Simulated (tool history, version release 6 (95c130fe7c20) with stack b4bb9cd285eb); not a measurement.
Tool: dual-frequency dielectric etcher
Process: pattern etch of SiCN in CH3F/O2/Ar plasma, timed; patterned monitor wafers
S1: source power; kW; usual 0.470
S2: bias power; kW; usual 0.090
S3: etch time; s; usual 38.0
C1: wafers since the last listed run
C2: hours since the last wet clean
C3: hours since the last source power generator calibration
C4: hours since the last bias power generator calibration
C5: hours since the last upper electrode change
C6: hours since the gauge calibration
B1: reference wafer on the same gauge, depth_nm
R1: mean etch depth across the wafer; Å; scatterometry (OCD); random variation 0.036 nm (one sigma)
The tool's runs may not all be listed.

{"run": 1, "hour": 0.0, "S1": 0.47, "S2": 0.09, "S3": 38.0, "C1": 0, "C2": 149.4, "C3": 3187.5, "C4": 1897.3, "C5": 3344.5, "C6": 570.4, "B1": 14.23, "R1": 160.1}
{"run": 2, "hour": 50.5, "S1": 0.47, "S2": 0.09, "S3": 38.0, "C1": 731, "C2": 199.9, "C3": 3238.0, "C4": 1947.8, "C5": 3395.0, "C6": 620.9, "B1": 14.23, "R1": 158.7}
{"run": 3, "hour": 103.4, "S1": 0.47, "S2": 0.09, "S3": 38.0, "C1": 766, "C2": 252.8, "C3": 3290.9, "C4": 2000.7, "C5": 3447.9, "C6": 673.8, "B1": 14.21, "R1": 159.6}
{"run": 4, "hour": 168.5, "S1": 0.47, "S2": 0.09, "S3": 38.0, "C1": 943, "C2": 317.9, "C3": 3356.0, "C4": 2065.8, "C5": 3513.0, "C6": 738.9, "B1": 14.21, "R1": 159.8}
{"run": 5, "hour": 238.6, "S1": 0.47, "S2": 0.09, "S3": 38.0, "C1": 1015, "C2": 388.0, "C3": 3426.1, "C4": 2135.9, "C5": 3583.1, "C6": 809.0, "B1": 14.2, "R1": 159.5}
{"hour": 299.7, "done": "wet clean of the chamber"}
{"run": 6, "hour": 300.2, "S1": 0.47, "S2": 0.09, "S3": 38.0, "C1": 544, "C2": 0.5, "C3": 3487.7, "C4": 2197.5, "C5": 3644.7, "C6": 870.6, "B1": 14.19, "R1": 158.7}
{"run": 7, "hour": 354.0, "S1": 0.47, "S2": 0.09, "S3": 38.0, "C1": 779, "C2": 54.3, "C3": 3541.5, "C4": 2251.3, "C5": 3698.5, "C6": 924.4, "B1": 14.19, "R1": 158.9}
{"run": 8, "hour": 418.7, "S1": 0.47, "S2": 0.09, "S3": 38.0, "C1": 937, "C2": 119.0, "C3": 3606.2, "C4": 2316.0, "C5": 3763.2, "C6": 989.1, "B1": 14.18, "R1": 159.2}
{"hour": 445.6, "done": "gauge calibrated"}
{"run": 9, "hour": 489.7, "S1": 0.47, "S2": 0.09, "S3": 38.0, "C1": 1028, "C2": 190.0, "C3": 3677.2, "C4": 2387.0, "C5": 3834.2, "C6": 44.1, "B1": 14.29, "R1": 160.3}
{"run": 10, "hour": 528.5, "S1": 0.47, "S2": 0.09, "S3": 38.0, "C1": 562, "C2": 228.8, "C3": 3716.0, "C4": 2425.8, "C5": 3873.0, "C6": 82.9, "B1": 14.28, "R1": 159.7}
{"hour": 581.4, "done": "source power generator calibrated"}
{"hour": 586.5, "done": "upper electrode replaced"}
{"run": 11, "hour": 598.0, "S1": 0.47, "S2": 0.09, "S3": 38.0, "C1": 874, "C2": 298.3, "C3": 16.6, "C4": 2495.3, "C5": 11.5, "C6": 152.4, "B1": 14.29, "R1": 159.5}
{"run": 12, "hour": 628.0, "S1": 0.56, "S2": 0.09, "S3": 38.0, "C1": 434, "C2": 328.3, "C3": 46.6, "C4": 2525.3, "C5": 41.5, "C6": 182.4, "B1": 14.27, "R1": 169.9}
{"hour": 645.6, "done": "bias power generator calibrated"}
{"run": 13, "hour": 664.1, "S1": 0.56, "S2": 0.104, "S3": 41.0, "C1": 465, "C2": 364.4, "C3": 82.7, "C4": 18.5, "C5": 77.6, "C6": 218.5, "B1": 14.27, "R1": 190.0}
{"run": 14, "hour": 710.5, "S1": 0.47, "S2": 0.09, "S3": 33.0, "C1": 672, "C2": 410.8, "C3": 129.1, "C4": 64.9, "C5": 124.0, "C6": 264.9, "B1": 14.26, "R1": 138.4}
{"run": 15, "hour": 767.2, "S1": 0.47, "S2": 0.101, "S3": 38.0, "C1": 821, "C2": 467.5, "C3": 185.8, "C4": 121.6, "C5": 180.7, "C6": 321.6, "B1": 14.26, "R1": 164.4}
{"hour": 810.0, "done": "wet clean of the chamber"}
{"run": 16, "hour": 819.7, "S1": 0.47, "S2": 0.08, "S3": 46.5, "C1": 412, "C2": 9.7, "C3": 238.3, "C4": 174.1, "C5": 233.2, "C6": 374.1, "B1": 14.26, "R1": 191.1}
{"run": 17, "hour": 861.7, "S1": 0.47, "S2": 0.09, "S3": 49.0, "C1": 608, "C2": 51.7, "C3": 280.3, "C4": 216.1, "C5": 275.2, "C6": 416.1, "B1": 14.24, "R1": 205.9}
{"run": 18, "hour": 908.9, "S1": 0.53, "S2": 0.078, "S3": 38.0, "C1": 683, "C2": 98.9, "C3": 327.5, "C4": 263.3, "C5": 322.4, "C6": 463.3, "B1": 14.24, "R1": 161.1}
{"run": 19, "hour": 967.6, "S1": 0.47, "S2": 0.09, "S3": 38.0, "C1": 850, "C2": 157.6, "C3": 386.2, "C4": 322.0, "C5": 381.1, "C6": 522.0, "B1": 14.23, "R1": 159.7}
{"run": 20, "hour": 1010.5, "S1": 0.37, "S2": 0.097, "S3": 38.0, "C1": 621, "C2": 200.5, "C3": 429.1, "C4": 364.9, "C5": 424.0, "C6": 564.9, "B1": 14.23, "R1": 150.2}
{"run": 21, "hour": 1077.4, "S1": 0.58, "S2": 0.09, "S3": 45.5, "C1": 969, "C2": 267.4, "C3": 496.0, "C4": 431.8, "C5": 490.9, "C6": 631.8, "B1": 14.21, "R1": 205.0}
{"run": 22, "hour": 1124.6, "S1": 0.58, "S2": 0.09, "S3": 45.5, "C1": 683, "C2": 314.6, "C3": 543.2, "C4": 479.0, "C5": 538.1, "C6": 679.0, "B1": 14.22, "R1": 205.4}
{"run": 23, "hour": 1172.2, "S1": 0.58, "S2": 0.078, "S3": 42.0, "C1": 689, "C2": 362.2, "C3": 590.8, "C4": 526.6, "C5": 585.7, "C6": 726.6, "B1": 14.21, "R1": 182.5}

Forecast each of these 3 alternatives for the next run:
{"run": "A", "hour": 1172.6, "S1": 0.47, "S2": 0.09, "S3": 38.0, "C1": 5, "C2": 362.6, "C3": 591.2, "C4": 527.0, "C5": 586.1, "C6": 727.0, "B1": "?", "R1": "?"}
{"run": "B", "hour": 1172.6, "S1": 0.43, "S2": 0.083, "S3": 29.5, "C1": 5, "C2": 362.6, "C3": 591.2, "C4": 527.0, "C5": 586.1, "C6": 727.0, "B1": "?", "R1": "?"}
{"run": "C", "hour": 1172.6, "S1": 0.38, "S2": 0.112, "S3": 45.0, "C1": 5, "C2": 362.6, "C3": 591.2, "C4": 527.0, "C5": 586.1, "C6": 727.0, "B1": "?", "R1": "?"}

run=A B1=14.22 R1=159.3
run=B B1=14.22 R1=117.9
run=C B1=14.22 R1=185.6
Without the tool's hidden state the same runs would have given:
run=A R1=160.3
run=B R1=118.7
run=C R1=186.7
